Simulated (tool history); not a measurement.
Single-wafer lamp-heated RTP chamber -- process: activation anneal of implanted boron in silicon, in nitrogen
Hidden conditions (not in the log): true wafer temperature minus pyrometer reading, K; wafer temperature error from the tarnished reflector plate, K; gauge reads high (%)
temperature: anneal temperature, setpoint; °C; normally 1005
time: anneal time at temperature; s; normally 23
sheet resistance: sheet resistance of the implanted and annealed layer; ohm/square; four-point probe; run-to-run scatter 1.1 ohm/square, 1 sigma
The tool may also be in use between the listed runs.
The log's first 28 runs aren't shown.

run	hour	temperature	time	wafers since the last listed run	wafers since the last pyrometer calibration	wafers since the reflector plate was cleaned	hours since the gauge calibration	read-back reference wafer on the same gauge, sheet resistance	sheet resistance
29	1408.9	1005	23	279	3618	3618	364.3	249.82	268.19
30	1434.9	1005	23	276	3894	3894	390.3	250.13	269.5
31	1470.4	1021	28	377	4271	4271	425.8	249.84	264.86
32	1520.4	1005	23	531	4802	4802	475.8	250.37	271.5
33	1659.7	1005	33	1479	6282	6282	615.1	249.87	268.48
34	1710.4	1013	14	538	6820	6820	665.8	249.66	268.18
35	1760.8	1033	29	535	7356	7356	716.2	250.17	264.86
# hour 1804.4: pyrometer window cleaned and pyrometer calibrated
36	1809.3	1005	23	430	51	7786	764.7	249.96	270.86
37	1854	1005	23	474	526	8261	809.4	249.88	269.08
38	1895.1	983	13	436	962	8697	850.5	250.01	282.55

Branching from run 38: 3 alternative next runs. What would each branch give?
A	1895.5	994	23	4	967	8702	850.9	?	?
B	1895.5	1024	31	4	967	8702	850.9	?	?
C	1895.5	1019	15	4	967	8702	850.9	?	?

run	read-back reference wafer on the same gauge, sheet resistance	sheet resistance
A	250.67	272.17
B	250.67	264.54
C	250.67	267.1
Stripped of hidden state, with their random variation kept, the same runs would have yielded:
run	sheet resistance
A	272.17
B	264.54
C	267.1
